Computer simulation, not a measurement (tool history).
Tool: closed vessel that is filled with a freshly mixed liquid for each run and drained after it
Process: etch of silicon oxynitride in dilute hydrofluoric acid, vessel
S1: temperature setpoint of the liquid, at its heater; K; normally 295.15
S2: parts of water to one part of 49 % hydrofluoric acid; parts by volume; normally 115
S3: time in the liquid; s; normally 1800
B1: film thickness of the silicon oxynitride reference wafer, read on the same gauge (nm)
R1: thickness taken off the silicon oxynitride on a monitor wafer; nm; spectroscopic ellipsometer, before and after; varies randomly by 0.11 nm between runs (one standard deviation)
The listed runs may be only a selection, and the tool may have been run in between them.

run,hour,S1,S2,S3,B1,R1
1,0.0,295.15,115,1800,80.01,18.38
2,13.0,295.15,115,1800,79.98,18.34
3,22.9,296.65,115,1325,79.98,14.54
4,38.8,295.15,85,1800,80.01,25.39
5,51.7,295.15,85,1800,79.99,25.49
6,61.5,295.15,85,1800,80.01,25.25
7,72.2,295.15,115,1800,79.98,18.25
# hour 78.2: thermometer replaced
8,79.5,295.15,115,1800,80.00,18.10
9,87.4,295.15,115,1800,79.98,18.21
# hour 97.8: gauge calibrated
10,100.0,295.15,115,1800,79.99,18.29
11,108.0,295.15,115,1800,80.01,18.29
12,151.5,295.15,115,1800,79.99,18.24
13,163.1,292.15,145,2685,79.99,18.24
14,180.6,295.15,115,1800,80.01,18.32
15,187.4,295.15,115,1800,80.01,17.93
# hour 192.8: hydrofluoric acid flow meter replaced
16,194.9,299.15,160,1230,80.01,11.68
17,206.3,295.15,115,1800,80.02,20.25
18,215.2,295.15,115,1800,80.02,20.37
19,232.5,293.65,160,1235,80.01,9.04
20,239.9,295.15,115,1800,80.04,20.04
21,255.6,291.15,170,780,80.01,4.77
22,262.6,299.65,160,1050,80.01,10.14
23,274.5,296.65,70,1800,80.01,37.12
24,291.3,297.65,115,2650,80.00,33.23
25,306.3,295.15,115,930,79.98,10.37
26,323.3,295.15,130,1800,80.00,17.77
27,337.1,295.15,115,1800,80.00,20.24
28,345.7,295.15,115,2420,80.01,26.93
29,359.0,299.65,75,1800,80.00,39.52
30,367.3,295.15,115,1800,79.98,20.27
31,383.5,295.15,140,880,79.98,7.93
32,390.1,291.15,160,1800,79.99,11.60
33,405.0,293.65,135,2330,79.99,20.38

Pick out some run-to-run changes in R1. Of each, how much would a tool without hidden state show as well, from the settings, what came in and chance, and how much is left for the hidden state and any gauge scatter not in both results compared?
What the log doesn't record here: liquid hotter than its thermometer reads (K); hydrofluoric acid flow below the setpoint (%); gauge reads high (%).
Run 3 -> 4: S1 296.65 -> 295.15, S2 115 -> 85, S3 1325 -> 1800. R1 +10.85 nm: hidden state -1.24, all else +12.09.
Run 6 -> 7: S2 85 -> 115. R1 -7.00 nm: hidden state +0.76, all else -7.76.
Run 15 -> 16: S1 295.15 -> 299.15, S2 115 -> 160, S3 1800 -> 1230, hydrofluoric acid flow meter replaced. R1 -6.25 nm: hidden state +2.32, all else -8.57.
Run 22 -> 23: S1 299.65 -> 296.65, S2 160 -> 70, S3 1050 -> 1800. R1 +26.98 nm: hidden state -0.24, all else +27.22.
Run 24 -> 25: S1 297.65 -> 295.15, S3 2650 -> 930. R1 -22.86 nm: hidden state +0.22, all else -23.08.
Run 29 -> 30: S1 299.65 -> 295.15, S2 75 -> 115. R1 -19.25 nm: hidden state +0.26, all else -19.51.
